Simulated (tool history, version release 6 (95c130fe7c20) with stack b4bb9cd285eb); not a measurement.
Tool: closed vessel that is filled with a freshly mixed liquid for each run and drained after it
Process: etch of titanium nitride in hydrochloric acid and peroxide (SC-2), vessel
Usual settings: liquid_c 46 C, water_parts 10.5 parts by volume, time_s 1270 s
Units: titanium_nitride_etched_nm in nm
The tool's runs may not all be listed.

| run | hour | liquid_c | water_parts | time_s | wafers since the last listed run | hours since the thermometer was replaced | hours since the chemicals flow meter was replaced | hours since the drum of peroxide was connected | hours since the gauge calibration | read-back film thickness of the titanium nitride reference wafer, read on the same gauge (nm) | titanium_nitride_etched_nm |
|---|---|---|---|---|---|---|---|---|---|---|---|
| 1 | 0 | 48 | 7 | 1270 | 0 | 816.9 | 204.1 | 858.8 | 1697.9 | 89.99 | 53.37 |
| 2 | 64.1 | 48 | 7 | 1270 | 2354 | 881 | 268.2 | 922.9 | 1762 | 89.98 | 52.82 |
| 3 | 125.1 | 46 | 10.5 | 1755 | 2240 | 942 | 329.2 | 983.9 | 1823 | 89.99 | 45.69 |
| 4 | 158.3 | 46 | 10.5 | 1755 | 1219 | 975.2 | 362.4 | 1017.1 | 1856.2 | 90.03 | 45.45 |
| 5 | 221.9 | 46 | 10.5 | 1270 | 2336 | 1038.8 | 426 | 1080.7 | 1919.8 | 90.01 | 33.07 |
| 6 | 285.4 | 46 | 10.5 | 1270 | 2332 | 1102.3 | 489.5 | 1144.2 | 1983.3 | 90.02 | 33.04 |
| 7 | 340.2 | 46 | 10.5 | 1270 | 2013 | 1157.1 | 544.3 | 1199 | 2038.1 | 89.99 | 32.65 |
|  | 355.6 | new drum of peroxide connected |
| 8 | 369 | 46 | 10.5 | 1270 | 1021 | 1185.9 | 573.1 | 13.4 | 2066.9 | 90.05 | 32.84 |
| 9 | 436.4 | 52.5 | 10.5 | 1270 | 2475 | 1253.3 | 640.5 | 80.8 | 2134.3 | 90.01 | 50.79 |
|  | 499 | chemicals flow meter replaced |
| 10 | 507.1 | 46 | 10.5 | 1270 | 2560 | 1324 | 8.1 | 151.5 | 2205 | 90.02 | 32.78 |
| 11 | 563.9 | 46 | 10.5 | 1270 | 2086 | 1380.8 | 64.9 | 208.3 | 2261.8 | 89.96 | 33.04 |
| 12 | 598.9 | 46 | 10.5 | 1270 | 1285 | 1415.8 | 99.9 | 243.3 | 2296.8 | 90.01 | 32.4 |
|  | 632.1 | gauge calibrated |
|  | 640.1 | thermometer replaced |
| 13 | 669.9 | 53 | 8 | 720 | 2571 | 29.8 | 170.9 | 314.3 | 37.8 | 90 | 38.61 |
| 14 | 784.3 | 55.5 | 10.5 | 1500 | 4202 | 144.2 | 285.3 | 428.7 | 152.2 | 89.99 | 74.79 |
| 15 | 814.6 | 46 | 10.5 | 1270 | 1113 | 174.5 | 315.6 | 459 | 182.5 | 89.99 | 33.88 |
| 16 | 884.5 | 41 | 10.5 | 1525 | 2567 | 244.4 | 385.5 | 528.9 | 252.4 | 89.99 | 29.03 |
| 17 | 933.2 | 39.5 | 10.5 | 1270 | 1788 | 293.1 | 434.2 | 577.6 | 301.1 | 90.04 | 21.73 |
| 18 | 974.9 | 38.5 | 15 | 2005 | 1531 | 334.8 | 475.9 | 619.3 | 342.8 | 90.01 | 23.16 |
| 19 | 1008.7 | 46 | 10.5 | 675 | 1241 | 368.6 | 509.7 | 653.1 | 376.6 | 89.98 | 17.82 |
| 20 | 1076.3 | 53 | 10.5 | 1270 | 2483 | 436.2 | 577.3 | 720.7 | 444.2 | 90 | 53.12 |
| 21 | 1141.6 | 46 | 10.5 | 1270 | 2398 | 501.5 | 642.6 | 786 | 509.5 | 90.04 | 33.64 |
|  | 1160.7 | chemicals flow meter replaced |
| 22 | 1186.3 | 53 | 13 | 1510 | 1605 | 546.2 | 25.6 | 830.7 | 554.2 | 90 | 52.69 |
| 23 | 1225.1 | 50 | 6.5 | 545 | 1425 | 585 | 64.4 | 869.5 | 593 | 89.94 | 28.04 |
| 24 | 1269.4 | 46 | 10.5 | 1270 | 1627 | 629.3 | 108.7 | 913.8 | 637.3 | 90.02 | 33.5 |
|  | 1432.8 | new drum of peroxide connected |
| 25 | 1450.8 | 46 | 10.5 | 1270 | 6626 | 810.7 | 290.1 | 18 | 818.7 | 90.01 | 33.37 |
| 26 | 1494 | 46 | 10.5 | 1270 | 1586 | 853.9 | 333.3 | 61.2 | 861.9 | 89.97 | 33.09 |
| 27 | 1553.4 | 55.5 | 7 | 1700 | 2182 | 913.3 | 392.7 | 120.6 | 921.3 | 89.98 | 114.83 |
| 28 | 1607.4 | 46 | 10.5 | 1270 | 1983 | 967.3 | 446.7 | 174.6 | 975.3 | 89.99 | 33.14 |

Forecast each of these 5 alternatives for the next run:
| A | 1608.4 | 46 | 10.5 | 770 | 36 | 968.3 | 447.7 | 175.6 | 976.3 | ? | ? |
| B | 1608.4 | 53 | 10.5 | 1520 | 36 | 968.3 | 447.7 | 175.6 | 976.3 | ? | ? |
| C | 1608.4 | 36 | 10.5 | 1270 | 36 | 968.3 | 447.7 | 175.6 | 976.3 | ? | ? |
| D | 1608.4 | 46 | 8.5 | 1270 | 36 | 968.3 | 447.7 | 175.6 | 976.3 | ? | ? |
| E | 1608.4 | 39 | 8 | 1680 | 36 | 968.3 | 447.7 | 175.6 | 976.3 | ? | ? |

| run | read-back film thickness of the titanium nitride reference wafer, read on the same gauge (nm) | titanium_nitride_etched_nm |
|---|---|---|
| A | 89.99 | 20.44 |
| B | 89.99 | 64.52 |
| C | 89.99 | 16.62 |
| D | 89.99 | 40.14 |
| E | 89.99 | 34.14 |
Without the tool's hidden state the same runs would have given:
| run | titanium_nitride_etched_nm |
|---|---|
| A | 20.98 |
| B | 66.15 |
| C | 17.09 |
| D | 41.19 |
| E | 35.08 |

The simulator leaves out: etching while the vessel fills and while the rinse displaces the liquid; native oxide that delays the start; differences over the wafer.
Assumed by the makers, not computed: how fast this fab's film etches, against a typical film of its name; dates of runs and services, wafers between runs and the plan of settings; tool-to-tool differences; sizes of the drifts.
